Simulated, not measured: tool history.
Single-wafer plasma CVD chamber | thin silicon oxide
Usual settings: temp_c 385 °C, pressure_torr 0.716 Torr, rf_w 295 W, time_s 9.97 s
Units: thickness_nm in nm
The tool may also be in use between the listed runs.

| run | hour | temp_c | pressure_torr | rf_w | time_s | wafers since the last listed run | hours since the last thermocouple change | hours since the last RF generator calibration | hours since the last manometer calibration | hours since the showerhead was replaced | hours since the gauge calibration | read-back reference wafer on the same gauge, thickness_nm | thickness_nm |
|---|---|---|---|---|---|---|---|---|---|---|---|---|---|
| 1 | 0.0 | 385 | 0.716 | 295 | 9.97 | 0 | 1296.4 | 1814.7 | 1353.4 | 8183.4 | 2882.0 | 18.473 | 16.188 |
| 2 | 74.3 | 385 | 0.716 | 295 | 9.97 | 1514 | 1370.7 | 1889.0 | 1427.7 | 8257.7 | 2956.3 | 18.502 | 16.068 |
|  | 89.5 | showerhead replaced |
| 3 | 168.3 | 385 | 0.716 | 295 | 9.97 | 1752 | 1464.7 | 1983.0 | 1521.7 | 78.8 | 3050.3 | 18.520 | 16.069 |
| 4 | 227.4 | 385 | 0.716 | 295 | 9.97 | 1204 | 1523.8 | 2042.1 | 1580.8 | 137.9 | 3109.4 | 18.501 | 16.106 |
| 5 | 331.4 | 385 | 0.716 | 295 | 9.97 | 2119 | 1627.8 | 2146.1 | 1684.8 | 241.9 | 3213.4 | 18.508 | 16.103 |
|  | 394.7 | RF generator calibrated |
| 6 | 398.6 | 385 | 0.716 | 295 | 9.97 | 1206 | 1695.0 | 3.9 | 1752.0 | 309.1 | 3280.6 | 18.497 | 16.219 |
| 7 | 439.8 | 385 | 0.716 | 270 | 9.97 | 839 | 1736.2 | 45.1 | 1793.2 | 350.3 | 3321.8 | 18.498 | 15.482 |
|  | 486.0 | capacitance manometer re-zeroed and calibrated |
| 8 | 501.3 | 385 | 0.716 | 310 | 10.96 | 1090 | 1797.7 | 106.6 | 15.3 | 411.8 | 3383.3 | 18.489 | 18.169 |
|  | 532.0 | gauge calibrated |
|  | 575.1 | thermocouple changed; heater temperature recalibrated |
| 9 | 588.0 | 385 | 0.716 | 295 | 9.97 | 1603 | 12.9 | 193.3 | 102.0 | 498.5 | 56.0 | 18.513 | 16.106 |
| 10 | 651.5 | 385 | 0.716 | 295 | 10.65 | 1293 | 76.4 | 256.8 | 165.5 | 562.0 | 119.5 | 18.492 | 17.331 |
| 11 | 706.6 | 379 | 0.716 | 325 | 9.97 | 1122 | 131.5 | 311.9 | 220.6 | 617.1 | 174.6 | 18.506 | 16.875 |
| 12 | 751.9 | 385 | 0.716 | 325 | 9.01 | 923 | 176.8 | 357.2 | 265.9 | 662.4 | 219.9 | 18.498 | 15.312 |
| 13 | 790.4 | 379 | 0.556 | 295 | 10.89 | 784 | 215.3 | 395.7 | 304.4 | 700.9 | 258.4 | 18.502 | 13.645 |
| 14 | 894.9 | 385 | 0.854 | 330 | 8.57 | 2129 | 319.8 | 500.2 | 408.9 | 805.4 | 362.9 | 18.512 | 17.249 |
| 15 | 938.5 | 385 | 0.716 | 295 | 9.97 | 888 | 363.4 | 543.8 | 452.5 | 849.0 | 406.5 | 18.505 | 16.230 |
| 16 | 1046.3 | 385 | 0.716 | 295 | 9.97 | 2196 | 471.2 | 651.6 | 560.3 | 956.8 | 514.3 | 18.493 | 16.052 |
| 17 | 1120.8 | 385 | 0.716 | 260 | 8.46 | 1518 | 545.7 | 726.1 | 634.8 | 1031.3 | 588.8 | 18.516 | 12.803 |
| 18 | 1180.6 | 385 | 0.716 | 295 | 9.97 | 1218 | 605.5 | 785.9 | 694.6 | 1091.1 | 648.6 | 18.485 | 16.131 |
| 19 | 1231.8 | 385 | 0.716 | 295 | 9.97 | 1043 | 656.7 | 837.1 | 745.8 | 1142.3 | 699.8 | 18.501 | 16.092 |
| 20 | 1331.9 | 389 | 0.763 | 245 | 9.18 | 2039 | 756.8 | 937.2 | 845.9 | 1242.4 | 799.9 | 18.467 | 14.283 |
| 21 | 1377.9 | 385 | 0.716 | 335 | 9.97 | 937 | 802.8 | 983.2 | 891.9 | 1288.4 | 845.9 | 18.494 | 17.153 |
| 22 | 1431.8 | 390 | 0.716 | 260 | 9.97 | 1098 | 856.7 | 1037.1 | 945.8 | 1342.3 | 899.8 | 18.508 | 15.009 |
| 23 | 1492.9 | 400 | 0.597 | 325 | 8.76 | 1245 | 917.8 | 1098.2 | 1006.9 | 1403.4 | 960.9 | 18.500 | 12.099 |
| 24 | 1584.9 | 385 | 0.716 | 315 | 9.97 | 1874 | 1009.8 | 1190.2 | 1098.9 | 1495.4 | 1052.9 | 18.488 | 16.657 |
| 25 | 1833.6 | 380 | 0.887 | 295 | 8.76 | 5067 | 1258.5 | 1438.9 | 1347.6 | 1744.1 | 1301.6 | 18.529 | 17.336 |
| 26 | 1936.1 | 375 | 0.847 | 345 | 7.98 | 2088 | 1361.0 | 1541.4 | 1450.1 | 1846.6 | 1404.1 | 18.511 | 16.405 |
| 27 | 1987.0 | 379 | 0.851 | 255 | 11.11 | 1037 | 1411.9 | 1592.3 | 1501.0 | 1897.5 | 1455.0 | 18.496 | 19.630 |
| 28 | 2127.4 | 385 | 0.569 | 245 | 9.97 | 2861 | 1552.3 | 1732.7 | 1641.4 | 2037.9 | 1595.4 | 18.508 | 11.492 |
| 29 | 2226.0 | 385 | 0.668 | 295 | 9.97 | 2009 | 1650.9 | 1831.3 | 1740.0 | 2136.5 | 1694.0 | 18.495 | 15.021 |

3 ways to go on from here, each from the tool as it stands after run 29. What would each give?
| A | 2226.4 | 385 | 0.716 | 295 | 8.28 | 8 | 1651.3 | 1831.7 | 1740.4 | 2136.9 | 1694.4 | ? | ? |
| B | 2226.4 | 377 | 0.625 | 295 | 9.18 | 8 | 1651.3 | 1831.7 | 1740.4 | 2136.9 | 1694.4 | ? | ? |
| C | 2226.4 | 395 | 0.716 | 295 | 9.97 | 8 | 1651.3 | 1831.7 | 1740.4 | 2136.9 | 1694.4 | ? | ? |

| run | read-back reference wafer on the same gauge, thickness_nm | thickness_nm |
|---|---|---|
| A | 18.478 | 13.418 |
| B | 18.478 | 13.015 |
| C | 18.478 | 16.028 |
Without the tool's hidden state the same runs would have given:
| run | thickness_nm |
|---|---|
| A | 13.418 |
| B | 13.015 |
| C | 16.028 |

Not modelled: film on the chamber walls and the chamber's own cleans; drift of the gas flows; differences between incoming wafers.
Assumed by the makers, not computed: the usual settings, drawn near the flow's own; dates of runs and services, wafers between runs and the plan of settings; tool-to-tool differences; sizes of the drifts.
